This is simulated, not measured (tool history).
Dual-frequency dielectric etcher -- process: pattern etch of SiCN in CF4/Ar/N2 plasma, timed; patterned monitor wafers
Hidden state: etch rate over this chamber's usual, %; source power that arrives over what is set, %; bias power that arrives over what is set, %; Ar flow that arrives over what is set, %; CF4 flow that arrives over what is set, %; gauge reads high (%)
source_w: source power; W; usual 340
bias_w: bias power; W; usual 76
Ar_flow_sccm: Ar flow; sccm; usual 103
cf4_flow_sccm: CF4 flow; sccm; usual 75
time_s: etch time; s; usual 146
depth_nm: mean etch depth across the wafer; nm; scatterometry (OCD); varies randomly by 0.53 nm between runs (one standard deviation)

run	hour	source_w	bias_w	Ar_flow_sccm	cf4_flow_sccm	time_s	wafers since the last listed run	hours since the last wet clean	hours since the last source power generator calibration	hours since the last bias power generator calibration	hours since the last Ar flow controller change	hours since the last CF4 flow controller change	hours since the last upper electrode change	hours since the gauge calibration	read-back reference wafer on the same gauge, depth_nm	depth_nm
1	0	340	76	103	75	146	0	0.5	952.1	4018.7	12.1	4121.9	2654.9	955.8	115.1	104.6
2	64	340	76	103	75	146	552	64.5	1016.1	4082.7	76.1	4185.9	2718.9	1019.8	115.2	104
# hour 152.5: gauge calibrated
3	209.4	340	76	103	75	146	1254	209.9	1161.5	4228.1	221.5	4331.3	2864.3	56.9	115.1	105.6
# hour 260.8: upper electrode replaced
4	263.5	420	76	103	75	146	259	264	1215.6	4282.2	275.6	4385.4	2.7	111	114.9	131
5	311.9	340	76	87	75	146	417	312.4	1264	4330.6	324	4433.8	51.1	159.4	114.9	108.7
6	344.7	340	76	103	69	146	283	345.2	1296.8	4363.4	356.8	4466.6	83.9	192.2	115	104.5
# hour 353.1: bias power generator calibrated
7	396	280	76	103	75	146	408	396.5	1348.1	42.9	408.1	4517.9	135.2	243.5	115	85.4
# hour 474.6: wet clean of the chamber
8	475.1	260	76	96	75	146	475	0.5	1427.2	122	487.2	4597	214.3	322.6	114.8	79.7
9	520.5	270	76	103	75	146	391	45.9	1472.6	167.4	532.6	4642.4	259.7	368	114.9	82.8
# hour 533.2: CF4 flow controller replaced
10	591.4	340	76	87	75	146	560	116.8	1543.5	238.3	603.5	58.2	330.6	438.9	114.9	108.5
11	635.9	340	60	103	83	146	383	161.3	1588	282.8	648	102.7	375.1	483.4	115	102.6
# hour 690.7: source power generator calibrated
12	704.7	340	76	103	75	146	559	230.1	14	351.6	716.8	171.5	443.9	552.2	114.8	101.9
13	730.6	370	76	103	70	173	223	256	39.9	377.5	742.7	197.4	469.8	578.1	115	130.2
14	784.5	340	76	103	75	175	465	309.9	93.8	431.4	796.6	251.3	523.7	632	114.8	121.5
15	852.4	340	81	118	75	122.5	585	377.8	161.7	499.3	864.5	319.2	591.6	699.9	115	84.9
16	933.8	390	76	128	66	119.5	702	459.2	243.1	580.7	945.9	400.6	673	781.3	115	91.8
# hour 957.9: wet clean of the chamber
17	974.5	270	76	110	75	146	144	16.6	283.8	621.4	986.6	441.3	713.7	822	114.9	78.8
18	1023	300	82	113	83	146	418	65.1	332.3	669.9	1035.1	489.8	762.2	870.5	114.8	91.7
19	1051.5	310	91	123	75	146	245	93.6	360.8	698.4	1063.6	518.3	790.7	899	115	94.6
20	1098.8	340	81	103	75	129.5	408	140.9	408.1	745.7	1110.9	565.6	838	946.3	115	91.4
21	1167.7	340	76	103	75	146	594	209.8	477	814.6	1179.8	634.5	906.9	1015.2	114.8	103.1
22	1208.9	340	59	85	90	146	355	251	518.2	855.8	1221	675.7	948.1	1056.4	114.9	101.2

Hidden state at the last listed run before each entry between runs and at the first one after, where it differs:
Run 2 -> run 3: gauge calibrated (hour 152.5)
  source power that arrives over what is set, %: 3.58 -> 4.04
  measured less the result without the state, depth_nm: +3.8 -> +4.3 nm
Run 3 -> run 4: upper electrode replaced (hour 260.8)
  source power that arrives over what is set, %: 4.04 -> 4.22
  measured less the result without the state, depth_nm: +4.3 -> +5.6 nm
Run 6 -> run 7: bias power generator calibrated (hour 353.1)
  source power that arrives over what is set, %: 4.48 -> 4.64
  measured less the result without the state, depth_nm: +4.7 -> +4 nm
Run 7 -> run 8: wet clean of the chamber (hour 474.6)
  source power that arrives over what is set, %: 4.64 -> 4.9
  measured less the result without the state, depth_nm: +4 -> +3.9 nm
Run 9 -> run 10: CF4 flow controller replaced (hour 533.2)
  source power that arrives over what is set, %: 5.04 -> 5.27
  measured less the result without the state, depth_nm: +4.2 -> +5.7 nm
Run 11 -> run 12: source power generator calibrated (hour 690.7)
  source power that arrives over what is set, %: 5.41 -> 0.0881
  measured less the result without the state, depth_nm: +5.6 -> +0.1 nm
Run 16 -> run 17: wet clean of the chamber (hour 957.9)
  source power that arrives over what is set, %: 0.823 -> 0.953
  measured less the result without the state, depth_nm: +0.8 -> +0.7 nm
